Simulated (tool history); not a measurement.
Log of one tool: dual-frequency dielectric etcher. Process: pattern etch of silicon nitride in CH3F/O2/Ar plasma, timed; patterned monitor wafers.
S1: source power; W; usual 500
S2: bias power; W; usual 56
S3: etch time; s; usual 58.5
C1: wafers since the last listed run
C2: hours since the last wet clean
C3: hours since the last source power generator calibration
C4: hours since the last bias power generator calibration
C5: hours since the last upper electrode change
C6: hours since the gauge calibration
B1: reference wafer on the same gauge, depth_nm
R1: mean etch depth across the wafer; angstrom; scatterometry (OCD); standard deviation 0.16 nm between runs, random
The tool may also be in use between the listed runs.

run,hour,S1,S2,S3,C1,C2,C3,C4,C5,C6,B1,R1
1,0,500,56,58.5,0,291.4,707.9,1793.6,3971.3,1020.8,35.13,398.8
2,52,500,56,58.5,510,343.4,759.9,1845.6,4023.3,1072.8,35.16,398.6
# hour 171.1: wet clean of the chamber
3,171.6,500,56,58.5,939,0.5,879.5,1965.2,4142.9,1192.4,35.12,396.6
4,246.8,500,61,58.5,738,75.7,954.7,2040.4,4218.1,1267.6,35.09,408.4
5,350.2,500,61,58.5,1015,179.1,1058.1,2143.8,4321.5,1371,35.08,411.8
6,427.1,500,61,58.5,755,256,1135,2220.7,4398.4,1447.9,35.12,408.1
7,551.7,500,56,49.5,1223,380.6,1259.6,2345.3,4523,1572.5,35.11,338.8
# hour 699.8: wet clean of the chamber
8,709.5,500,56,49.5,1314,9.7,1417.4,2503.1,4680.8,1730.3,35.11,341.7
9,812.9,420,56,67.5,1015,113.1,1520.8,2606.5,4784.2,1833.7,35.08,423.1
10,911.9,420,56,67.5,972,212.1,1619.8,2705.5,4883.2,1932.7,35.05,427.7
# hour 934.4: gauge calibrated
11,958.6,500,56,58.5,458,258.8,1666.5,2752.2,4929.9,24.2,35.1,402.9
12,1051.8,500,56,58.5,915,352,1759.7,2845.4,5023.1,117.4,35.06,405.4
13,1091.6,500,56,58.5,390,391.8,1799.5,2885.2,5062.9,157.2,35.07,405
14,1167.6,620,51,53.5,746,467.8,1875.5,2961.2,5138.9,233.2,35.05,402.9
# hour 1205: upper electrode replaced
15,1206.8,500,64,74.5,149,507,1914.7,3000.4,1.8,272.4,35.17,533.8
# hour 1246.5: wet clean of the chamber
16,1298.3,600,52,64.5,663,51.8,2006.2,3091.9,93.3,363.9,35.09,481.2
# hour 1323.9: bias power generator calibrated
# hour 1347.3: source power generator calibrated
17,1403.6,410,51,63,955,157.1,56.3,79.7,198.6,469.2,35.1,384
18,1440.5,430,56,58.5,362,194,93.2,116.6,235.5,506.1,35.06,371.8
19,1539.9,500,51,67.5,976,293.4,192.6,216,334.9,605.5,35.12,456
20,1638.9,430,50,48,972,392.4,291.6,315,433.9,704.5,35.13,297.2
# hour 1758.8: wet clean of the chamber
21,1759.3,500,43,72,946,0.5,412,435.4,554.3,824.9,35.05,469.8
22,1840.3,500,56,58.5,795,81.5,493,516.4,635.3,905.9,35.11,401.9
23,1895.7,500,56,58.5,544,136.9,548.4,571.8,690.7,961.3,35.09,401.9
24,1935.4,460,63,58.5,389,176.6,588.1,611.5,730.4,1001,35.05,399
25,2032.5,560,56,58.5,953,273.7,685.2,708.6,827.5,1098.1,35.09,427.2
26,2074.4,500,56,58.5,411,315.6,727.1,750.5,869.4,1140,35.12,400.5

Below are 4 alternative next runs, each starting from the tool's condition after run 26. Predict each:
A,2074.8,500,64,58.5,3,316,727.5,750.9,869.8,1140.4,?,?
B,2074.8,500,50,65.5,3,316,727.5,750.9,869.8,1140.4,?,?
C,2074.8,590,56,58.5,3,316,727.5,750.9,869.8,1140.4,?,?
D,2074.8,500,56,72,3,316,727.5,750.9,869.8,1140.4,?,?

run,B1,R1
A,35.11,414.6
B,35.11,440.3
C,35.11,436.2
D,35.11,495.5
Take away the tool's hidden state, keep each run's random variation, and the runs would have read:
run,R1
A,411.5
B,436.9
C,432.8
D,491.7

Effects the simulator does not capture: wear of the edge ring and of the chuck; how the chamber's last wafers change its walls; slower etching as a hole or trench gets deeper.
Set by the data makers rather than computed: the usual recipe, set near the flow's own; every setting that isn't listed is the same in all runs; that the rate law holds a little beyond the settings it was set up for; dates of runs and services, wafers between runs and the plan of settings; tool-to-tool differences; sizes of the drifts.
